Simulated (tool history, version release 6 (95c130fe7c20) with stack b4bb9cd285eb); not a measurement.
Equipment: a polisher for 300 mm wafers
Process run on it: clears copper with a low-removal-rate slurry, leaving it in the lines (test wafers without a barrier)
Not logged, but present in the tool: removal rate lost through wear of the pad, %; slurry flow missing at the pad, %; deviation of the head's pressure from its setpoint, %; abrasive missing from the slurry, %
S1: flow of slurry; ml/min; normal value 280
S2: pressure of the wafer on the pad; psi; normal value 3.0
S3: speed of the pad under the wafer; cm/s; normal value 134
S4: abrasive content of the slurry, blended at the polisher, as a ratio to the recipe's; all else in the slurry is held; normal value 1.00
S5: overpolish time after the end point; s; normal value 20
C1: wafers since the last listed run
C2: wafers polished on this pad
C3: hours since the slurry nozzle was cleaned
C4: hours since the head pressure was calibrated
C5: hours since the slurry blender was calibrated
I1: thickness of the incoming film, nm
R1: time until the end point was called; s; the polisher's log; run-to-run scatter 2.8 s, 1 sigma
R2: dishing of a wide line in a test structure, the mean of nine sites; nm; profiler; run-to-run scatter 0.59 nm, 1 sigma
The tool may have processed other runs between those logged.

run,hour,S1,S2,S3,S4,S5,C1,C2,C3,C4,C5,I1,R1,R2
1,0.0,280,3.0,134,1.15,20,0,1424,41.2,925.2,41.6,604.4,174.9,47.1
2,12.1,280,3.0,134,1.00,20,107,1531,53.3,937.3,53.7,583.9,171.8,45.8
# hour 19.1: worn pad replaced by a new one
3,28.1,280,3.0,134,1.00,20,106,80,69.3,953.3,69.7,588.1,174.5,43.9
4,62.6,280,3.0,134,1.00,20,306,386,103.8,987.8,104.2,590.7,176.2,44.6
5,98.1,280,3.0,134,1.00,20,314,701,139.3,1023.3,139.7,599.8,196.2,42.7
6,129.3,280,3.0,134,1.00,20,276,978,170.5,1054.5,170.9,598.7,192.9,42.1
# hour 134.9: slurry blender recalibrated
# hour 189.0: worn pad replaced by a new one
7,189.9,280,3.7,134,1.00,20,484,8,231.1,1115.1,55.0,597.1,144.9,53.2
8,211.9,280,3.7,134,1.00,20,195,203,253.1,1137.1,77.0,601.5,149.5,53.0
9,224.0,280,3.7,134,1.00,20,107,310,265.2,1149.2,89.1,598.3,146.3,53.3
# hour 238.9: head pressure recalibrated
10,242.0,280,3.0,134,1.00,20,141,452,283.2,3.1,107.1,594.9,183.7,43.2
11,265.3,280,2.6,134,1.00,16,206,659,306.5,26.4,130.4,588.9,214.5,32.2
12,291.5,280,2.6,134,1.00,16,232,891,332.7,52.6,156.6,596.4,222.7,31.5
# hour 294.4: slurry blender recalibrated
13,304.0,280,2.6,134,1.00,16,93,984,345.2,65.1,9.6,592.5,195.2,34.6
14,327.3,345,3.0,178,1.00,20,206,1191,368.5,88.4,32.9,591.3,129.2,57.2
15,343.3,280,3.0,134,1.00,20,141,1333,384.5,104.4,48.9,605.4,182.0,45.0
16,356.0,375,3.8,134,1.00,20,112,1446,397.2,117.1,61.6,598.9,142.9,54.1
# hour 379.9: worn pad replaced by a new one
17,443.0,280,3.0,134,1.00,20,736,559,484.2,204.1,148.6,594.4,191.8,42.9
18,455.5,280,3.6,134,1.00,12,110,670,496.7,216.6,161.1,591.2,160.3,32.5
# hour 469.5: slurry blender recalibrated
19,478.9,280,3.0,134,1.00,20,189,860,520.1,240.0,9.4,603.8,178.7,45.9
# hour 547.6: worn pad replaced by a new one
20,558.0,280,3.0,134,1.15,20,666,92,599.2,319.1,88.5,594.8,176.3,45.7
21,582.0,280,3.0,134,1.15,20,212,305,623.2,343.1,112.5,606.7,182.1,44.5
# hour 585.3: slurry nozzle cleaned
22,600.2,280,3.7,134,1.00,28,152,458,14.9,361.3,130.7,608.7,157.9,63.9
# hour 673.4: slurry blender recalibrated
23,707.4,280,3.0,134,1.00,20,933,1391,122.1,468.5,34.0,583.1,171.9,45.8
# hour 722.8: worn pad replaced by a new one
24,735.0,280,3.7,134,1.10,20,209,108,149.7,496.1,61.6,597.4,139.6,54.2
25,763.3,280,3.5,134,0.70,20,251,359,178.0,524.4,89.9,591.8,174.5,47.0
26,784.6,280,3.0,134,1.00,29,188,548,199.3,545.7,111.2,595.5,183.2,56.2
27,804.3,280,3.9,154,1.00,20,174,723,219.0,565.4,130.9,600.5,129.1,58.9
28,827.5,220,3.3,134,1.00,10,205,928,242.2,588.6,154.1,594.5,188.2,25.8
# hour 839.2: slurry blender recalibrated
29,861.8,280,3.0,134,1.20,20,286,1215,276.5,622.9,22.6,597.0,164.4,46.5

Entry by entry between the runs, the difference in hidden state between the last listed run before and the first listed run after:
Runs 2 to 3: worn pad replaced by a new one (hour 19.1)
  abrasive missing from the slurry, %: 11.2 -> 14.2
  measured less the result without the state, R1: +6.1 -> +8.0 s; R2: -1.2 -> -1.5 nm
Runs 6 to 7: slurry blender recalibrated (hour 134.9); worn pad replaced by a new one (hour 189.0)
  abrasive missing from the slurry, %: 33.8 -> 10.9
  measured less the result without the state, R1: +23.8 -> +5.0 s; R2: -4.3 -> -1.3 nm
Runs 9 to 10: head pressure recalibrated (hour 238.9)
  abrasive missing from the slurry, %: 17.5 -> 21
  measured less the result without the state, R1: +8.4 -> +12.9 s; R2: -2.2 -> -2.3 nm
Runs 12 to 13: slurry blender recalibrated (hour 294.4)
  abrasive missing from the slurry, %: 30.5 -> 3.93
  measured less the result without the state, R1: +24.2 -> +2.3 s; R2: -3.1 -> -0.3 nm
Runs 16 to 17: worn pad replaced by a new one (hour 379.9)
  abrasive missing from the slurry, %: 14 -> 30.8
  measured less the result without the state, R1: +6.4 -> +21.1 s; R2: -1.7 -> -3.8 nm
Runs 18 to 19: slurry blender recalibrated (hour 469.5)
  abrasive missing from the slurry, %: 33.2 -> 2.94
  measured less the result without the state, R1: +19.3 -> +1.6 s; R2: -3.6 -> -0.3 nm
Runs 19 to 20: worn pad replaced by a new one (hour 547.6)
  abrasive missing from the slurry, %: 2.94 -> 18.2
  measured less the result without the state, R1: +1.6 -> +10.8 s; R2: -0.3 -> -2.1 nm
Runs 21 to 22: slurry nozzle cleaned (hour 585.3)
  abrasive missing from the slurry, %: 22.8 -> 26.4
  measured less the result without the state, R1: +14.4 -> +14.4 s; R2: -2.7 -> -3.7 nm
Runs 22 to 23: slurry blender recalibrated (hour 673.4)
  abrasive missing from the slurry, %: 26.4 -> 9.97
  measured less the result without the state, R1: +14.4 -> +5.4 s; R2: -3.7 -> -1.1 nm
Runs 23 to 24: worn pad replaced by a new one (hour 722.8)
  abrasive missing from the slurry, %: 9.97 -> 15.3
  measured less the result without the state, R1: +5.4 -> +7.0 s; R2: -1.1 -> -1.9 nm
Runs 28 to 29: slurry blender recalibrated (hour 839.2)
  abrasive missing from the slurry, %: 33.2 -> 5.05
  measured less the result without the state, R1: +22.7 -> +2.6 s; R2: -2.9 -> -0.5 nm

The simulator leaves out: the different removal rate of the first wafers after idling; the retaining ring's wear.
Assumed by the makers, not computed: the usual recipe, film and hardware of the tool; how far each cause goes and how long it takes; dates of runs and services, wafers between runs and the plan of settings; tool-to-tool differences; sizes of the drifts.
